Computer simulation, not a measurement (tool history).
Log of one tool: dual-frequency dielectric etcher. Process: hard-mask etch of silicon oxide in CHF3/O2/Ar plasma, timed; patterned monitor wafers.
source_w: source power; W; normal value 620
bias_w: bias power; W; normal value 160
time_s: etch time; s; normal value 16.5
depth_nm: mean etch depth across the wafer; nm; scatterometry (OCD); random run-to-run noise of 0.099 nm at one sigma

| run | hour | source_w | bias_w | time_s | wafers since the last listed run | hours since the last wet clean | hours since the last source power generator calibration | hours since the last bias power generator calibration | hours since the last upper electrode change | hours since the gauge calibration | read-back reference wafer on the same gauge, depth_nm | depth_nm |
|---|---|---|---|---|---|---|---|---|---|---|---|---|
| 1 | 0.0 | 620 | 160 | 16.5 | 0 | 103.2 | 3580.3 | 1182.2 | 3116.6 | 404.9 | 35.10 | 34.80 |
| 2 | 47.9 | 620 | 160 | 16.5 | 870 | 151.1 | 3628.2 | 1230.1 | 3164.5 | 452.8 | 35.11 | 34.65 |
| 3 | 111.0 | 620 | 160 | 16.5 | 1147 | 214.2 | 3691.3 | 1293.2 | 3227.6 | 515.9 | 35.07 | 34.49 |
| 4 | 174.8 | 620 | 160 | 16.5 | 1159 | 278.0 | 3755.1 | 1357.0 | 3291.4 | 579.7 | 35.11 | 34.34 |
|  | 287.3 | wet clean of the chamber |
| 5 | 287.8 | 620 | 160 | 16.5 | 1617 | 0.5 | 3868.1 | 1470.0 | 3404.4 | 692.7 | 35.09 | 35.36 |
| 6 | 357.0 | 720 | 160 | 16.5 | 1257 | 69.7 | 3937.3 | 1539.2 | 3473.6 | 761.9 | 35.12 | 38.12 |
| 7 | 433.8 | 720 | 160 | 16.5 | 1396 | 146.5 | 4014.1 | 1616.0 | 3550.4 | 838.7 | 35.08 | 37.87 |
| 8 | 519.2 | 550 | 171 | 16.5 | 1552 | 231.9 | 4099.5 | 1701.4 | 3635.8 | 924.1 | 35.09 | 32.67 |
| 9 | 562.9 | 550 | 171 | 16.5 | 794 | 275.6 | 4143.2 | 1745.1 | 3679.5 | 967.8 | 35.09 | 32.49 |
| 10 | 612.8 | 550 | 171 | 16.5 | 907 | 325.5 | 4193.1 | 1795.0 | 3729.4 | 1017.7 | 35.11 | 32.50 |
|  | 657.4 | wet clean of the chamber |
| 11 | 659.0 | 620 | 128 | 16.5 | 403 | 1.6 | 4239.3 | 1841.2 | 3775.6 | 1063.9 | 35.11 | 33.36 |
| 12 | 728.1 | 620 | 145 | 16.5 | 1256 | 70.7 | 4308.4 | 1910.3 | 3844.7 | 1133.0 | 35.10 | 34.27 |
|  | 785.4 | bias power generator calibrated |
| 13 | 833.8 | 620 | 145 | 16.5 | 1848 | 176.4 | 4414.1 | 48.4 | 3950.4 | 1238.7 | 35.13 | 34.05 |
|  | 868.6 | upper electrode replaced |
| 14 | 899.7 | 620 | 145 | 16.5 | 761 | 242.3 | 4480.0 | 114.3 | 31.1 | 1304.6 | 35.09 | 33.72 |
|  | 942.1 | gauge calibrated |
| 15 | 977.9 | 490 | 187 | 16.5 | 1421 | 320.5 | 4558.2 | 192.5 | 109.3 | 35.8 | 35.15 | 30.63 |
| 16 | 1031.5 | 620 | 195 | 18.0 | 974 | 374.1 | 4611.8 | 246.1 | 162.9 | 89.4 | 35.09 | 39.25 |
|  | 1036.4 | source power generator calibrated |
|  | 1077.4 | wet clean of the chamber |
| 17 | 1122.5 | 620 | 160 | 13.0 | 1145 | 45.1 | 86.1 | 337.1 | 253.9 | 180.4 | 35.10 | 26.95 |
| 18 | 1194.1 | 620 | 160 | 16.5 | 1301 | 116.7 | 157.7 | 408.7 | 325.5 | 252.0 | 35.11 | 33.76 |
| 19 | 1277.9 | 620 | 160 | 21.0 | 1523 | 200.5 | 241.5 | 492.5 | 409.3 | 335.8 | 35.12 | 42.97 |
| 20 | 1341.8 | 620 | 179 | 14.5 | 1161 | 264.4 | 305.4 | 556.4 | 473.2 | 399.7 | 35.13 | 30.13 |
| 21 | 1389.0 | 580 | 122 | 13.5 | 858 | 311.6 | 352.6 | 603.6 | 520.4 | 446.9 | 35.10 | 24.73 |
| 22 | 1458.7 | 620 | 128 | 16.5 | 1267 | 381.3 | 422.3 | 673.3 | 590.1 | 516.6 | 35.10 | 31.59 |
|  | 1546.3 | wet clean of the chamber |
| 23 | 1546.8 | 620 | 160 | 16.5 | 1165 | 0.5 | 510.4 | 761.4 | 678.2 | 604.7 | 35.08 | 34.18 |
| 24 | 1588.2 | 620 | 127 | 21.5 | 752 | 41.9 | 551.8 | 802.8 | 719.6 | 646.1 | 35.12 | 42.22 |
| 25 | 1633.2 | 550 | 149 | 14.0 | 818 | 86.9 | 596.8 | 847.8 | 764.6 | 691.1 | 35.10 | 26.21 |
| 26 | 1735.2 | 620 | 145 | 16.5 | 1854 | 188.9 | 698.8 | 949.8 | 866.6 | 793.1 | 35.07 | 32.96 |
| 27 | 1771.6 | 620 | 160 | 13.5 | 661 | 225.3 | 735.2 | 986.2 | 903.0 | 829.5 | 35.10 | 27.52 |
| 28 | 1849.7 | 730 | 160 | 16.5 | 1419 | 303.4 | 813.3 | 1064.3 | 981.1 | 907.6 | 35.12 | 36.74 |
|  | 1925.6 | wet clean of the chamber |
| 29 | 1933.2 | 670 | 160 | 16.5 | 1081 | 7.6 | 896.8 | 1147.8 | 1064.6 | 991.1 | 35.10 | 35.83 |
| 30 | 1978.7 | 620 | 160 | 16.5 | 827 | 53.1 | 942.3 | 1193.3 | 1110.1 | 1036.6 | 35.12 | 34.25 |

Table of differences, measured result less the result of that run with no hidden state. Run-to-run variation is the same in both. Gauge scatter possibly is not:
The hidden state here: etch rate over this chamber's usual, %; source power that arrives over what is set, %; bias power that arrives over what is set, %; gauge reads high (%).
| run | depth_nm |
|---|---|
| 1 | +0.57 |
| 2 | +0.45 |
| 3 | +0.29 |
| 4 | +0.15 |
| 5 | +0.99 |
| 6 | +0.89 |
| 7 | +0.69 |
| 8 | +0.39 |
| 9 | +0.30 |
| 10 | +0.19 |
| 11 | +0.87 |
| 12 | +0.72 |
| 13 | +0.48 |
| 14 | +0.32 |
| 15 | +0.11 |
| 16 | +0.00 |
| 17 | -0.13 |
| 18 | -0.35 |
| 19 | -0.74 |
| 20 | -0.68 |
| 21 | -0.66 |
| 22 | -1.02 |
| 23 | -0.04 |
| 24 | -0.19 |
| 25 | -0.21 |
| 26 | -0.54 |
| 27 | -0.53 |
| 28 | -0.94 |
| 29 | +0.07 |
| 30 | -0.06 |
